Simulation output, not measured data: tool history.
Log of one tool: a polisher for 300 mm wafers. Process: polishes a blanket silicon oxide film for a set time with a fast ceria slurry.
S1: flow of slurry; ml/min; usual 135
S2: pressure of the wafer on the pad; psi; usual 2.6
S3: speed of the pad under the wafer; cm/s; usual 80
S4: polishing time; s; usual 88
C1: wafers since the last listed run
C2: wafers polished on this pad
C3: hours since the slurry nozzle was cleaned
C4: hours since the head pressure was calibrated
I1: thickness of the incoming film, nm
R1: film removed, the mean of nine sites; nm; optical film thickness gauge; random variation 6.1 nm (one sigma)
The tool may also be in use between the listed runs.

Run 1, hour 0.0: usual settings; C1 0; C2 2826; C3 399.2; C4 731.9; I1 3785.9. Result: R1 954.2 nm.
At hour 58.5: worn pad replaced by a new one.
Run 2, hour 85.7: usual settings; C1 404; C2 134; C3 484.9; C4 817.6; I1 3757.9. Result: R1 990.8 nm.
Run 3, hour 185.6: usual settings but S3 68 cm/s; C1 494; C2 629; C3 584.8; C4 917.5; I1 3812.0. Result: R1 840.8 nm.
Run 4, hour 234.1: usual settings but S3 68 cm/s; C1 240; C2 869; C3 633.3; C4 966.0; I1 3775.7. Result: R1 842.5 nm.
Run 5, hour 314.8: usual settings but S3 68 cm/s; C1 399; C2 1268; C3 714.0; C4 1046.7; I1 3776.9. Result: R1 842.7 nm.
Run 6, hour 394.2: usual settings but S4 107 s; C1 393; C2 1661; C3 793.4; C4 1126.1; I1 3783.6. Result: R1 1212.4 nm.
At hour 480.4: slurry nozzle cleaned.
Run 7, hour 488.3: usual settings but S4 107 s; C1 460; C2 2122; C3 7.9; C4 1220.2; I1 3807.0. Result: R1 1222.0 nm.
Run 8, hour 589.0: usual settings; C1 498; C2 2621; C3 108.6; C4 1320.9; I1 3760.9. Result: R1 1009.4 nm.
Run 9, hour 632.9: usual settings; C1 217; C2 2838; C3 152.5; C4 1364.8; I1 3797.8. Result: R1 998.8 nm.
At hour 665.3: head pressure recalibrated.
Run 10, hour 671.2: usual settings; C1 179; C2 3018; C3 190.8; C4 5.9; I1 3726.5. Result: R1 946.0 nm.
At hour 679.8: worn pad replaced by a new one.
Run 11, hour 737.6: usual settings but S2 3.1 psi; C1 308; C2 286; C3 257.2; C4 72.3; I1 3789.8. Result: R1 1161.6 nm.
Run 12, hour 779.5: usual settings; C1 207; C2 493; C3 299.1; C4 114.2; I1 3718.4. Result: R1 965.5 nm.
Run 13, hour 861.8: usual settings; C1 407; C2 901; C3 381.4; C4 196.5; I1 3781.2. Result: R1 955.3 nm.
Run 14, hour 963.5: usual settings; C1 503; C2 1404; C3 483.1; C4 298.2; I1 3820.7. Result: R1 950.6 nm.
Run 15, hour 1007.8: usual settings; C1 219; C2 1624; C3 527.4; C4 342.5; I1 3717.3. Result: R1 953.4 nm.
Run 16, hour 1057.0: usual settings; C1 243; C2 1867; C3 576.6; C4 391.7; I1 3772.2. Result: R1 967.5 nm.
Run 17, hour 1124.4: usual settings but S3 94 cm/s; C1 333; C2 2201; C3 644.0; C4 459.1; I1 3798.4. Result: R1 1113.0 nm.
Run 18, hour 1176.0: usual settings but S1 95 ml/min, S4 97 s; C1 255; C2 2456; C3 695.6; C4 510.7; I1 3697.2. Result: R1 967.9 nm.
Run 19, hour 1266.2: usual settings but S2 3.3 psi, S4 65 s; C1 446; C2 2903; C3 785.8; C4 600.9; I1 3739.2. Result: R1 893.8 nm.
Run 20, hour 1362.5: usual settings but S4 79 s; C1 476; C2 3380; C3 882.1; C4 697.2; I1 3816.0. Result: R1 871.1 nm.
At hour 1393.9: slurry nozzle cleaned.
Run 21, hour 1410.2: usual settings but S2 2.0 psi, S4 64 s; C1 231; C2 3611; C3 16.3; C4 744.9; I1 3733.7. Result: R1 534.1 nm.
At hour 1431.2: worn pad replaced by a new one.
Run 22, hour 1469.1: usual settings but S3 100 cm/s, S4 103 s; C1 271; C2 187; C3 75.2; C4 803.8; I1 3791.9. Result: R1 1450.1 nm.
Run 23, hour 1526.4: usual settings; C1 283; C2 471; C3 132.5; C4 861.1; I1 3748.0. Result: R1 1003.2 nm.
Run 24, hour 1611.3: usual settings but S2 2.3 psi, S3 60 cm/s, S4 80 s; C1 420; C2 891; C3 217.4; C4 946.0; I1 3760.1. Result: R1 591.9 nm.
Run 25, hour 1651.1: usual settings but S2 1.8 psi, S3 94 cm/s; C1 197; C2 1088; C3 257.2; C4 985.8; I1 3778.2. Result: R1 808.1 nm.
Run 26, hour 1755.7: usual settings; C1 517; C2 1606; C3 361.8; C4 1090.4; I1 3765.9. Result: R1 998.3 nm.
Run 27, hour 1795.0: usual settings but S1 110 ml/min; C1 194; C2 1801; C3 401.1; C4 1129.7; I1 3758.0. Result: R1 951.7 nm.
Run 28, hour 1846.2: usual settings; C1 253; C2 2054; C3 452.3; C4 1180.9; I1 3787.2. Result: R1 998.4 nm.
Run 29, hour 1943.3: usual settings but S2 3.4 psi; C1 480; C2 2535; C3 549.4; C4 1278.0; I1 3803.9. Result: R1 1319.7 nm.
At hour 1973.2: head pressure recalibrated.
Run 30, hour 2028.9: usual settings but S1 155 ml/min, S2 3.1 psi; C1 413; C2 2949; C3 635.0; C4 55.7; I1 3796.1. Result: R1 1161.7 nm.
At hour 2162.3: worn pad replaced by a new one.
At hour 2285.7: slurry nozzle cleaned.
Run 31, hour 2304.8: usual settings but S3 68 cm/s; C1 1341; C2 700; C3 19.1; C4 331.6; I1 3702.0. Result: R1 830.3 nm.
Run 32, hour 2392.9: usual settings but S1 125 ml/min, S3 54 cm/s, S4 107 s; C1 436; C2 1136; C3 107.2; C4 419.7; I1 3729.4. Result: R1 782.1 nm.
Run 33, hour 2462.3: usual settings but S1 160 ml/min, S2 2.2 psi, S4 76 s; C1 343; C2 1480; C3 176.6; C4 489.1; I1 3745.5. Result: R1 733.4 nm.
Run 34, hour 2506.4: usual settings; C1 218; C2 1698; C3 220.7; C4 533.2; I1 3725.9. Result: R1 969.0 nm.
Run 35, hour 2598.8: usual settings but S1 145 ml/min, S2 3.2 psi; C1 457; C2 2156; C3 313.1; C4 625.6; I1 3791.7. Result: R1 1212.7 nm.
Run 36, hour 2697.0: usual settings but S3 68 cm/s, S4 62 s; C1 486; C2 2642; C3 411.3; C4 723.8; I1 3717.5. Result: R1 585.7 nm.
At hour 2795.6: worn pad replaced by a new one.
Run 37, hour 2881.9: usual settings but S4 100 s; C1 895; C2 427; C3 596.2; C4 908.7; I1 3828.9. Result: R1 1142.7 nm.
Run 38, hour 2970.2: usual settings; C1 437; C2 864; C3 684.5; C4 997.0; I1 3782.8. Result: R1 1013.0 nm.

3 ways to go on from here, each from the tool as it stands after run 38. What would each give?
Run A, hour 2970.7: usual settings; C1 2; C2 866; C3 685.0; C4 997.5; I1 3821.1. Result: R1 ?.
Run B, hour 2970.7: usual settings but S1 120 ml/min, S2 2.2 psi, S3 64 cm/s, S4 59 s; C1 2; C2 866; C3 685.0; C4 997.5; I1 3821.1. Result: R1 ?.
Run C, hour 2970.7: usual settings but S1 110 ml/min, S2 3.3 psi, S3 70 cm/s, S4 115 s; C1 2; C2 866; C3 685.0; C4 997.5; I1 3821.1. Result: R1 ?.

run      R1
  A  1008.1
  B   445.6
  C  1394.0
Without the tool's hidden state the same runs would have given:
run      R1
  A   974.7
  B   430.8
  C  1347.8

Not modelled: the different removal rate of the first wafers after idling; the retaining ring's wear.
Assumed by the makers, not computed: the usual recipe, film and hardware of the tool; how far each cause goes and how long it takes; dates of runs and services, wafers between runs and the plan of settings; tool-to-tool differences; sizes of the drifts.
